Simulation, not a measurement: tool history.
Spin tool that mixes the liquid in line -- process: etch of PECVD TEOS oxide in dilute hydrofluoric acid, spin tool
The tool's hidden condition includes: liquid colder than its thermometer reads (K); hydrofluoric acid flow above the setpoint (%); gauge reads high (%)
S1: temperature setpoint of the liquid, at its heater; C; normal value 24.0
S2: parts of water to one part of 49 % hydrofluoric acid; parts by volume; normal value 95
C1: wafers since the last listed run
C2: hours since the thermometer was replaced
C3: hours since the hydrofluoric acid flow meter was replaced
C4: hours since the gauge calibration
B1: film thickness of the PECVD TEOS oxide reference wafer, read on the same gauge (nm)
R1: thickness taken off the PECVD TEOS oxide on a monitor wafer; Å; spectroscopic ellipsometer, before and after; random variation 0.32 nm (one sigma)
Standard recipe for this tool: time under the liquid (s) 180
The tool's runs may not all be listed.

run 1 hour=0.0 | S1=24.0 S2=95 time_under_the_liquid_(s)=180 | C1=0 C2=836.2 C3=415.8 C4=539.0 | B1=110.00 | R1=319.1
run 2 hour=59.1 | S1=24.0 S2=95 time_under_the_liquid_(s)=180 | C1=515 C2=895.3 C3=474.9 C4=598.1 | B1=109.98 | R1=315.4
run 3 hour=96.6 | S1=24.0 S2=95 time_under_the_liquid_(s)=180 | C1=326 C2=932.8 C3=512.4 C4=635.6 | B1=109.98 | R1=311.7
run 4 hour=161.3 | S1=24.0 S2=95 time_under_the_liquid_(s)=180 | C1=564 C2=997.5 C3=577.1 C4=700.3 | B1=110.01 | R1=315.7
run 5 hour=207.3 | S1=24.0 S2=95 time_under_the_liquid_(s)=180 | C1=401 C2=1043.5 C3=623.1 C4=746.3 | B1=110.00 | R1=312.9
run 6 hour=239.1 | S1=24.0 S2=60 time_under_the_liquid_(s)=140 | C1=277 C2=1075.3 C3=654.9 C4=778.1 | B1=110.01 | R1=403.8
run 7 hour=271.5 | S1=24.0 S2=125 time_under_the_liquid_(s)=180 | C1=282 C2=1107.7 C3=687.3 C4=810.5 | B1=110.00 | R1=227.0
run 8 hour=319.7 | S1=24.0 S2=125 time_under_the_liquid_(s)=180 | C1=420 C2=1155.9 C3=735.5 C4=858.7 | B1=109.98 | R1=224.6
-- hour=383.4 gauge calibrated
run 9 hour=387.6 | S1=24.0 S2=125 time_under_the_liquid_(s)=265 | C1=592 C2=1223.8 C3=803.4 C4=4.2 | B1=110.02 | R1=331.4
run 10 hour=442.0 | S1=24.0 S2=125 time_under_the_liquid_(s)=265 | C1=474 C2=1278.2 C3=857.8 C4=58.6 | B1=110.02 | R1=328.9
run 11 hour=469.9 | S1=24.0 S2=95 time_under_the_liquid_(s)=180 | C1=243 C2=1306.1 C3=885.7 C4=86.5 | B1=110.04 | R1=309.4
run 12 hour=504.8 | S1=24.0 S2=95 time_under_the_liquid_(s)=180 | C1=304 C2=1341.0 C3=920.6 C4=121.4 | B1=110.02 | R1=308.9
run 13 hour=543.8 | S1=24.0 S2=95 time_under_the_liquid_(s)=180 | C1=340 C2=1380.0 C3=959.6 C4=160.4 | B1=109.99 | R1=310.8
-- hour=567.5 hydrofluoric acid flow meter replaced
run 14 hour=583.1 | S1=24.0 S2=95 time_under_the_liquid_(s)=180 | C1=333 C2=1419.3 C3=15.6 C4=199.7 | B1=109.99 | R1=301.0
run 15 hour=637.5 | S1=24.0 S2=110 time_under_the_liquid_(s)=140 | C1=474 C2=1473.7 C3=70.0 C4=254.1 | B1=110.00 | R1=198.6
run 16 hour=695.3 | S1=24.0 S2=75 time_under_the_liquid_(s)=120 | C1=503 C2=1531.5 C3=127.8 C4=311.9 | B1=110.01 | R1=256.0
run 17 hour=733.4 | S1=24.0 S2=135 time_under_the_liquid_(s)=250 | C1=332 C2=1569.6 C3=165.9 C4=350.0 | B1=109.98 | R1=282.6
run 18 hour=776.2 | S1=24.0 S2=120 time_under_the_liquid_(s)=180 | C1=373 C2=1612.4 C3=208.7 C4=392.8 | B1=110.00 | R1=228.3
run 19 hour=823.5 | S1=28.5 S2=95 time_under_the_liquid_(s)=180 | C1=412 C2=1659.7 C3=256.0 C4=440.1 | B1=109.99 | R1=358.6
-- hour=831.7 thermometer replaced
run 20 hour=881.3 | S1=24.0 S2=95 time_under_the_liquid_(s)=180 | C1=495 C2=49.6 C3=313.8 C4=497.9 | B1=109.99 | R1=321.7
run 21 hour=933.4 | S1=24.0 S2=65 time_under_the_liquid_(s)=100 | C1=454 C2=101.7 C3=365.9 C4=550.0 | B1=110.03 | R1=275.0
run 22 hour=966.9 | S1=24.0 S2=115 time_under_the_liquid_(s)=140 | C1=292 C2=135.2 C3=399.4 C4=583.5 | B1=109.98 | R1=202.2
run 23 hour=1073.0 | S1=20.0 S2=45 time_under_the_liquid_(s)=140 | C1=925 C2=241.3 C3=505.5 C4=689.6 | B1=110.04 | R1=482.6
run 24 hour=1102.4 | S1=27.0 S2=55 time_under_the_liquid_(s)=180 | C1=256 C2=270.7 C3=534.9 C4=719.0 | B1=110.01 | R1=663.7
run 25 hour=1135.1 | S1=24.0 S2=140 time_under_the_liquid_(s)=180 | C1=285 C2=303.4 C3=567.6 C4=751.7 | B1=109.99 | R1=210.8

Take each entry between the runs: how does the hidden state at the last listed run before it differ from the hidden state at the first listed run after it?
Runs 8 to 9: gauge calibrated (hour 383.4)
  liquid colder than its thermometer reads (K): 2.03 -> 2.13; hydrofluoric acid flow above the setpoint (%): 2.79 -> 3.04
  measured less the result without the state, R1: -11.1 -> -16.8 Å
Runs 13 to 14: hydrofluoric acid flow meter replaced (hour 567.5)
  liquid colder than its thermometer reads (K): 2.37 -> 2.43; hydrofluoric acid flow above the setpoint (%): 3.62 -> 0.0666
  measured less the result without the state, R1: -17.9 -> -30.6 Å
Runs 19 to 20: thermometer replaced (hour 831.7)
  liquid colder than its thermometer reads (K): 2.79 -> 0.437; hydrofluoric acid flow above the setpoint (%): 0.951 -> 1.16
  measured less the result without the state, R1: -36.6 -> -1.5 Å
